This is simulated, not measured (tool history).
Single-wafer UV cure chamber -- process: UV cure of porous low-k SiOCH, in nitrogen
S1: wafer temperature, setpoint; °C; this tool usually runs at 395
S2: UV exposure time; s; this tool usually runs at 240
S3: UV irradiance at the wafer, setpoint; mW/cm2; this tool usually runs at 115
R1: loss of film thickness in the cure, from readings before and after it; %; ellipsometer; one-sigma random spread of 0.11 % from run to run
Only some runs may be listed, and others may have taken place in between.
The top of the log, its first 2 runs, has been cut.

| run | day | S1 | S2 | S3 | R1 |
|---|---|---|---|---|---|
| 3 | 2.562 | 395 | 240 | 115 | 8.772 |
|  | 5.717 | quartz window cleaned |
| 4 | 6.471 | 395 | 240 | 115 | 8.939 |
| 5 | 7.792 | 395 | 240 | 115 | 9.002 |
| 6 | 8.392 | 395 | 240 | 115 | 8.835 |
| 7 | 9.142 | 395 | 240 | 115 | 8.798 |
| 8 | 10.425 | 395 | 240 | 115 | 8.782 |
| 9 | 11.458 | 395 | 240 | 144 | 9.781 |
| 10 | 12.800 | 395 | 240 | 115 | 8.750 |
|  | 14.254 | quartz window cleaned |
| 11 | 14.275 | 395 | 240 | 115 | 8.785 |
| 12 | 14.742 | 395 | 240 | 115 | 8.691 |
| 13 | 15.712 | 395 | 240 | 115 | 8.786 |
| 14 | 16.800 | 395 | 240 | 115 | 8.593 |
| 15 | 18.158 | 395 | 240 | 115 | 8.823 |
| 16 | 19.538 | 395 | 240 | 115 | 8.689 |
| 17 | 20.946 | 395 | 140 | 115 | 6.737 |
|  | 22.029 | quartz window cleaned |
| 18 | 22.408 | 395 | 240 | 93 | 7.918 |
| 19 | 23.146 | 395 | 240 | 115 | 8.797 |
| 20 | 24.117 | 395 | 240 | 115 | 8.644 |

Run 21, settings as shown, results not yet in. Your forecast:
| 21 | 24.988 | 395 | 240 | 115 | ? |

R1: 8.793 %
Take away the tool's hidden state, keep the run-to-run variation as it was, and the same run would have given R1 10.600 %.
